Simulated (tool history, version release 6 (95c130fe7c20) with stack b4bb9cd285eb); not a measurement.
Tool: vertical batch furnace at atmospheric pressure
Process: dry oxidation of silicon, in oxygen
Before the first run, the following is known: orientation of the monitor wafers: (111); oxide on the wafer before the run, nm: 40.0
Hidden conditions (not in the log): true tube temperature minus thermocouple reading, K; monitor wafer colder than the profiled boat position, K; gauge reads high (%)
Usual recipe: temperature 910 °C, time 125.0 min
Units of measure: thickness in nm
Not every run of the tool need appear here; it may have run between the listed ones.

run,hour,temperature,time,wafers since the last listed run,hours since the last temperature calibration,hours since the boat lift was adjusted,hours since the gauge calibration,"read-back reference wafer on the same gauge, thickness",thickness
1,0.0,910,125.0,0,2715.6,980.7,381.3,74.25,76.06
2,80.7,910,125.0,904,2796.3,1061.4,462.0,74.05,75.71
3,165.6,924,125.0,951,2881.2,1146.3,546.9,74.02,83.06
4,212.0,910,125.0,520,2927.6,1192.7,593.3,73.84,76.18
5,278.3,910,125.0,743,2993.9,1259.0,659.6,73.95,76.09
6,360.7,910,166.5,923,3076.3,1341.4,742.0,73.86,85.60
7,466.9,910,166.5,1190,3182.5,1447.6,848.2,73.66,85.33
8,526.7,910,166.5,670,3242.3,1507.4,908.0,73.79,86.27
9,570.2,916,125.0,487,3285.8,1550.9,951.5,73.70,78.62
10,626.5,910,78.0,631,3342.1,1607.2,1007.8,73.61,63.36
# hour 683.3: gauge calibrated
11,699.4,927,91.5,817,3415.0,1680.1,16.1,75.30,74.81
12,764.5,927,91.5,729,3480.1,1745.2,81.2,75.01,74.54
13,857.8,910,125.0,1045,3573.4,1838.5,174.5,74.82,76.94
# hour 902.0: thermocouples replaced and temperature profile calibrated
14,907.3,910,125.0,285,5.3,1888.0,224.0,74.63,76.60
15,949.4,910,125.0,471,47.4,1930.1,266.1,74.45,77.02
16,995.6,910,125.0,517,93.6,1976.3,312.3,74.27,76.36
17,1098.8,935,185.0,1156,196.8,2079.5,415.5,74.16,106.60
18,1365.5,927,159.5,2989,463.5,2346.2,682.2,73.89,94.83
19,1411.1,925,102.0,511,509.1,2391.8,727.8,73.93,75.78
20,1468.2,930,91.0,640,566.2,2448.9,784.9,73.74,74.63
# hour 1511.8: boat lift adjusted
21,1512.3,910,125.0,225,610.3,0.5,829.0,73.83,75.94
22,1573.2,910,125.0,682,671.2,61.4,889.9,73.68,75.55
23,1664.8,920,75.5,1026,762.8,153.0,981.5,73.68,66.85
24,1758.2,903,95.0,1046,856.2,246.4,1074.9,73.62,65.73
# hour 1830.1: gauge calibrated
25,1831.7,903,87.5,823,929.7,319.9,1.6,75.20,65.49
26,1882.9,898,108.0,573,980.9,371.1,52.8,74.83,68.37
27,1978.6,910,174.5,1072,1076.6,466.8,148.5,74.60,88.35
28,2055.5,910,125.0,861,1153.5,543.7,225.4,74.35,76.69

Alternative continuations, all from the tool just after run 28; predict every row:
A,2061.5,910,125.0,67,1159.5,549.7,231.4,?,?
B,2061.5,926,165.5,67,1159.5,549.7,231.4,?,?
C,2061.5,932,186.0,67,1159.5,549.7,231.4,?,?
D,2061.5,910,177.0,67,1159.5,549.7,231.4,?,?
E,2061.5,928,125.0,67,1159.5,549.7,231.4,?,?

run,"read-back reference wafer on the same gauge, thickness",thickness
A,74.31,76.33
B,74.31,95.53
C,74.31,104.87
D,74.31,88.76
E,74.31,84.92
Without the tool's hidden state the same runs would have given:
run,thickness
A,77.25
B,96.68
C,106.13
D,89.83
E,85.94

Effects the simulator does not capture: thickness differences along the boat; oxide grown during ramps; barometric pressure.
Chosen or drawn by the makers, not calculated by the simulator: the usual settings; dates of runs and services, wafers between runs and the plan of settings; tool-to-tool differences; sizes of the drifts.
